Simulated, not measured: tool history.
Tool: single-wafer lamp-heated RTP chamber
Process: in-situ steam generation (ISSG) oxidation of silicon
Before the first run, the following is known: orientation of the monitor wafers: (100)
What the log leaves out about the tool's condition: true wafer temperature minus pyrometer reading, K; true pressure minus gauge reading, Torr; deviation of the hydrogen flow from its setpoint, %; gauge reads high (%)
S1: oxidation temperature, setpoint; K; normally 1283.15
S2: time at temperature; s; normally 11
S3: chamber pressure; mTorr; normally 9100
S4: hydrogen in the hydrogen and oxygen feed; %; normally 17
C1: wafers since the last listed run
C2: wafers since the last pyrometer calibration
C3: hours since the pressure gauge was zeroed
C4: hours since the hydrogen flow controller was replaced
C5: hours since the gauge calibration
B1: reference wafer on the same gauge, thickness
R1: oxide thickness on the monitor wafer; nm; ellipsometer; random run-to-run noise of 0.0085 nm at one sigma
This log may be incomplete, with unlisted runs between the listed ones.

run,hour,S1,S2,S3,S4,C1,C2,C3,C4,C5,B1,R1
1,0,1283.15,11,9100,17,0,4578,2359.4,3928.6,581.5,3.257,3.985
2,45.8,1283.15,11,9100,17,457,5036,2405.2,3974.4,627.3,3.26,4
3,87.4,1274.15,10,9100,17,415,5451,2446.8,4016,668.9,3.259,3.715
4,156.6,1274.15,10,9100,17,691,6142,2516,4085.2,738.1,3.26,3.729
5,186.7,1283.15,14,9100,17,300,6443,2546.1,4115.3,768.2,3.26,4.472
6,223.4,1283.15,14,9100,17,366,6810,2582.8,4152,804.9,3.256,4.477
7,281.3,1283.15,11,9100,17,578,7388,2640.7,4209.9,862.8,3.261,4.015
8,318.3,1283.15,11,9100,17,369,7757,2677.7,4246.9,899.8,3.259,4.033
9,375.4,1283.15,11,9100,17,570,8328,2734.8,4304,956.9,3.261,4.019
# hour 394.6: pyrometer window cleaned and pyrometer calibrated
10,432.4,1283.15,11,9100,17,489,377,2791.8,4361,1013.9,3.259,4.078
# hour 465: hydrogen flow controller replaced
11,472.2,1283.15,11,9100,17,317,695,2831.6,7.2,1053.7,3.256,4.091
12,540.5,1283.15,11,9100,17,682,1377,2899.9,75.5,1122,3.261,4.084
# hour 583.9: pyrometer window cleaned and pyrometer calibrated, repeated, since the last time left the tool worse
13,607.5,1294.15,9,8500,17,589,235,2966.9,142.5,1189,3.262,3.782
14,643.2,1283.15,14,9100,17,356,591,3002.6,178.2,1224.7,3.264,4.418
# hour 655.6: gauge calibrated
15,689.2,1283.15,11,8200,11,459,1051,3048.6,224.2,33.6,3.26,3.613
# hour 701.6: pressure gauge zeroed
16,731.9,1283.15,11,9100,17,346,1397,30.3,266.9,76.3,3.263,3.986
17,767.5,1283.15,11,9100,17,355,1753,65.9,302.5,111.9,3.259,3.973
18,796.9,1295.15,11,9100,17,293,2046,95.3,331.9,141.3,3.258,4.161
19,847.3,1268.15,14,9100,17,503,2550,145.7,382.3,191.7,3.26,4.202
20,893,1283.15,13,9100,17,456,3006,191.4,428,237.4,3.259,4.292
21,955.2,1264.15,11,7800,17,621,3627,253.6,490.2,299.6,3.261,3.759
22,1021.7,1278.15,11,10200,17,664,4291,320.1,556.7,366.1,3.263,3.837
23,1058.9,1283.15,11,10200,20,371,4663,357.3,593.9,403.3,3.258,4.071

Measured less the same run without the tool's hidden state. The same run-to-run variation is in both; the gauge's scatter may not be:
run,R1
1,+0.033
2,+0.036
3,+0.033
4,+0.037
5,+0.056
6,+0.059
7,+0.053
8,+0.056
9,+0.059
10,+0.118
11,+0.122
12,+0.127
13,+0.004
14,+0.007
15,+0.008
16,+0.012
17,+0.015
18,+0.02
19,+0.022
20,+0.027
21,+0.024
22,+0.031
23,+0.037
